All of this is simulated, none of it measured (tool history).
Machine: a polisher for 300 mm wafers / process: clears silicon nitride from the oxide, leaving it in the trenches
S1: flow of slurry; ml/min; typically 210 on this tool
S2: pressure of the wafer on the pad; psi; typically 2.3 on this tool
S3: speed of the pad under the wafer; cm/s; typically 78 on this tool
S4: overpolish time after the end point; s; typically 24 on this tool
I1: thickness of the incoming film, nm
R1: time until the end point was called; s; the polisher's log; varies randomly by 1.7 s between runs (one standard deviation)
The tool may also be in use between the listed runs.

run 1 hour=0 | S1=210 S2=2.3 S3=78 S4=24 | I1=75.4 | R1=117.9
run 2 hour=89.7 | S1=210 S2=2.3 S3=78 S4=24 | I1=74.4 | R1=114.9
-- hour=117.8 head pressure recalibrated
run 3 hour=194 | S1=210 S2=2.3 S3=78 S4=24 | I1=74.2 | R1=113.2
run 4 hour=282.4 | S1=210 S2=2.3 S3=78 S4=24 | I1=75.8 | R1=116.3
run 5 hour=330.5 | S1=210 S2=2.3 S3=78 S4=24 | I1=74.3 | R1=114.3
-- hour=428.3 worn pad replaced by a new one
run 6 hour=471.5 | S1=210 S2=2.3 S3=78 S4=24 | I1=76.3 | R1=119.1
run 7 hour=516.3 | S1=210 S2=2.6 S3=78 S4=24 | I1=74.3 | R1=99.9
run 8 hour=568.7 | S1=210 S2=2.6 S3=78 S4=24 | I1=75.4 | R1=103.9
run 9 hour=619.5 | S1=210 S2=2.3 S3=78 S4=24 | I1=74.9 | R1=116.7
-- hour=656.5 slurry nozzle cleaned
run 10 hour=714.3 | S1=210 S2=2.3 S3=78 S4=24 | I1=75.9 | R1=117.8
run 11 hour=801 | S1=210 S2=2.1 S3=78 S4=24 | I1=75.7 | R1=127.7
-- hour=895.5 head pressure recalibrated
run 12 hour=905.7 | S1=210 S2=2.1 S3=78 S4=24 | I1=76.8 | R1=128.1
run 13 hour=952 | S1=210 S2=2.3 S3=78 S4=24 | I1=74.4 | R1=115
-- hour=1003.1 worn pad replaced by a new one
run 14 hour=1042 | S1=210 S2=2.3 S3=78 S4=24 | I1=74.6 | R1=116.6
run 15 hour=1109.1 | S1=210 S2=2.3 S3=78 S4=24 | I1=76.6 | R1=120.8
run 16 hour=1200.5 | S1=210 S2=2.3 S3=78 S4=24 | I1=75.5 | R1=116.3
run 17 hour=1255.9 | S1=210 S2=2.3 S3=78 S4=24 | I1=75.4 | R1=120.5
-- hour=1388.8 slurry nozzle cleaned
run 18 hour=1479.7 | S1=210 S2=2.3 S3=78 S4=24 | I1=74 | R1=115.4
-- hour=1547.2 worn pad replaced by a new one
run 19 hour=1581.5 | S1=210 S2=2.7 S3=86 S4=15 | I1=75 | R1=92
run 20 hour=1672.2 | S1=185 S2=2.7 S3=60 S4=17 | I1=76.1 | R1=126.6
-- hour=1696.1 head pressure recalibrated
run 21 hour=1741.3 | S1=210 S2=2.3 S3=96 S4=24 | I1=74.5 | R1=95.8
run 22 hour=1796.9 | S1=275 S2=2.3 S3=78 S4=33 | I1=76.1 | R1=114
run 23 hour=1878.6 | S1=160 S2=2.3 S3=78 S4=24 | I1=76.6 | R1=123.5
run 24 hour=1925.9 | S1=210 S2=2.3 S3=78 S4=24 | I1=74.7 | R1=115
run 25 hour=1991.2 | S1=150 S2=2.3 S3=78 S4=31 | I1=74.8 | R1=125.3
run 26 hour=2028.9 | S1=210 S2=2.3 S3=78 S4=24 | I1=76 | R1=118.2
run 27 hour=2077.1 | S1=210 S2=2 S3=100 S4=24 | I1=75.3 | R1=109.5
-- hour=2117.8 slurry nozzle cleaned
run 28 hour=2148.8 | S1=210 S2=2.3 S3=78 S4=24 | I1=74.7 | R1=114.4
-- hour=2186.8 worn pad replaced by a new one
run 29 hour=2252.4 | S1=210 S2=2.3 S3=78 S4=33 | I1=75 | R1=117.6
run 30 hour=2343.9 | S1=210 S2=2.3 S3=78 S4=24 | I1=74.1 | R1=116.5
-- hour=2408.8 head pressure recalibrated
run 31 hour=2421.8 | S1=210 S2=2.3 S3=100 S4=24 | I1=74 | R1=95.2
run 32 hour=2513.4 | S1=210 S2=2.3 S3=78 S4=24 | I1=76.2 | R1=119.7
run 33 hour=2585.3 | S1=150 S2=2.3 S3=78 S4=24 | I1=76.3 | R1=126.2
run 34 hour=2674.9 | S1=210 S2=2.3 S3=78 S4=24 | I1=74.9 | R1=119.3
-- hour=2718.4 slurry nozzle cleaned
run 35 hour=2724.3 | S1=260 S2=2.3 S3=78 S4=13 | I1=74.7 | R1=114.7
-- hour=2793.1 worn pad replaced by a new one
run 36 hour=2832 | S1=210 S2=2.3 S3=90 S4=33 | I1=75 | R1=103.3

What was the tool's hidden state at every run in the log?
removal rate lost through wear of the pad, %: 0 in every run
slurry flow missing at the pad, %: 0 in every run
deviation of the head's pressure from its setpoint, %: 0 in every run
